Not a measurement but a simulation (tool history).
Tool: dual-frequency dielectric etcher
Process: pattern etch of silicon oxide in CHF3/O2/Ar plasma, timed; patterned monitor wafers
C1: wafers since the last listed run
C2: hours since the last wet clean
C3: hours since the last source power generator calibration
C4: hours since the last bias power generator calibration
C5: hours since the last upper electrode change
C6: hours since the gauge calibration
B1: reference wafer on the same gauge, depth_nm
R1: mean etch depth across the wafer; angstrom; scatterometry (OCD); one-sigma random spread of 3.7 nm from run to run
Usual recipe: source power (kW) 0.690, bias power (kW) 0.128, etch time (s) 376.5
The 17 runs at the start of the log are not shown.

{"run": 18, "hour": 442.8, "source power (kW)": 0.85, "bias power (kW)": 0.148, "etch time (s)": 336.0, "C1": 114, "C2": 179.8, "C3": 134.4, "C4": 178.0, "C5": 158.4, "C6": 944.0, "B1": 517.2, "R1": 6525}
{"hour": 459.4, "done": "gauge calibrated"}
{"run": 19, "hour": 462.4, "source power (kW)": 0.77, "bias power (kW)": 0.128, "etch time (s)": 320.5, "C1": 119, "C2": 199.4, "C3": 154.0, "C4": 197.6, "C5": 178.0, "C6": 3.0, "B1": 536.6, "R1": 5736}
{"run": 20, "hour": 483.1, "source power (kW)": 0.69, "bias power (kW)": 0.128, "etch time (s)": 376.5, "C1": 126, "C2": 220.1, "C3": 174.7, "C4": 218.3, "C5": 198.7, "C6": 23.7, "B1": 533.4, "R1": 6358}
{"run": 21, "hour": 517.6, "source power (kW)": 0.69, "bias power (kW)": 0.12, "etch time (s)": 425.5, "C1": 210, "C2": 254.6, "C3": 209.2, "C4": 252.8, "C5": 233.2, "C6": 58.2, "B1": 534.8, "R1": 7039}
{"run": 22, "hour": 533.7, "source power (kW)": 0.62, "bias power (kW)": 0.128, "etch time (s)": 426.5, "C1": 98, "C2": 270.7, "C3": 225.3, "C4": 268.9, "C5": 249.3, "C6": 74.3, "B1": 534.8, "R1": 6838}
{"run": 23, "hour": 622.9, "source power (kW)": 0.69, "bias power (kW)": 0.128, "etch time (s)": 376.5, "C1": 543, "C2": 359.9, "C3": 314.5, "C4": 358.1, "C5": 338.5, "C6": 163.5, "B1": 532.9, "R1": 6273}
{"run": 24, "hour": 693.7, "source power (kW)": 0.69, "bias power (kW)": 0.128, "etch time (s)": 376.5, "C1": 431, "C2": 430.7, "C3": 385.3, "C4": 428.9, "C5": 409.3, "C6": 234.3, "B1": 533.1, "R1": 6297}
{"run": 25, "hour": 726.8, "source power (kW)": 0.82, "bias power (kW)": 0.149, "etch time (s)": 376.5, "C1": 201, "C2": 463.8, "C3": 418.4, "C4": 462.0, "C5": 442.4, "C6": 267.4, "B1": 529.9, "R1": 7322}
{"run": 26, "hour": 741.5, "source power (kW)": 0.8, "bias power (kW)": 0.119, "etch time (s)": 347.5, "C1": 89, "C2": 478.5, "C3": 433.1, "C4": 476.7, "C5": 457.1, "C6": 282.1, "B1": 529.1, "R1": 6204}
{"run": 27, "hour": 761.1, "source power (kW)": 0.69, "bias power (kW)": 0.149, "etch time (s)": 265.5, "C1": 119, "C2": 498.1, "C3": 452.7, "C4": 496.3, "C5": 476.7, "C6": 301.7, "B1": 529.7, "R1": 4702}
{"run": 28, "hour": 782.6, "source power (kW)": 0.64, "bias power (kW)": 0.147, "etch time (s)": 436.5, "C1": 131, "C2": 519.6, "C3": 474.2, "C4": 517.8, "C5": 498.2, "C6": 323.2, "B1": 529.3, "R1": 7350}
{"run": 29, "hour": 815.4, "source power (kW)": 0.56, "bias power (kW)": 0.096, "etch time (s)": 298.0, "C1": 199, "C2": 552.4, "C3": 507.0, "C4": 550.6, "C5": 531.0, "C6": 356.0, "B1": 528.2, "R1": 3977}
{"run": 30, "hour": 839.9, "source power (kW)": 0.82, "bias power (kW)": 0.128, "etch time (s)": 427.0, "C1": 149, "C2": 576.9, "C3": 531.5, "C4": 575.1, "C5": 555.5, "C6": 380.5, "B1": 528.7, "R1": 7811}

Below are 4 alternative next runs, each starting from the tool's condition after run 30. Predict each:
{"run": "A", "hour": 840.4, "source power (kW)": 0.69, "bias power (kW)": 0.128, "etch time (s)": 405.0, "C1": 3, "C2": 577.4, "C3": 532.0, "C4": 575.6, "C5": 556.0, "C6": 381.0, "B1": "?", "R1": "?"}
{"run": "B", "hour": 840.4, "source power (kW)": 0.52, "bias power (kW)": 0.144, "etch time (s)": 465.0, "C1": 3, "C2": 577.4, "C3": 532.0, "C4": 575.6, "C5": 556.0, "C6": 381.0, "B1": "?", "R1": "?"}
{"run": "C", "hour": 840.4, "source power (kW)": 0.84, "bias power (kW)": 0.138, "etch time (s)": 430.5, "C1": 3, "C2": 577.4, "C3": 532.0, "C4": 575.6, "C5": 556.0, "C6": 381.0, "B1": "?", "R1": "?"}
{"run": "D", "hour": 840.4, "source power (kW)": 0.76, "bias power (kW)": 0.146, "etch time (s)": 376.5, "C1": 3, "C2": 577.4, "C3": 532.0, "C4": 575.6, "C5": 556.0, "C6": 381.0, "B1": "?", "R1": "?"}

run=A B1=527.9 R1=6763
run=B B1=527.9 R1=6822
run=C B1=527.9 R1=8212
run=D B1=527.9 R1=6942
What these runs would have given with no unlogged condition in the tool:
run=A R1=6841
run=B R1=6900
run=C R1=8307
run=D R1=7022

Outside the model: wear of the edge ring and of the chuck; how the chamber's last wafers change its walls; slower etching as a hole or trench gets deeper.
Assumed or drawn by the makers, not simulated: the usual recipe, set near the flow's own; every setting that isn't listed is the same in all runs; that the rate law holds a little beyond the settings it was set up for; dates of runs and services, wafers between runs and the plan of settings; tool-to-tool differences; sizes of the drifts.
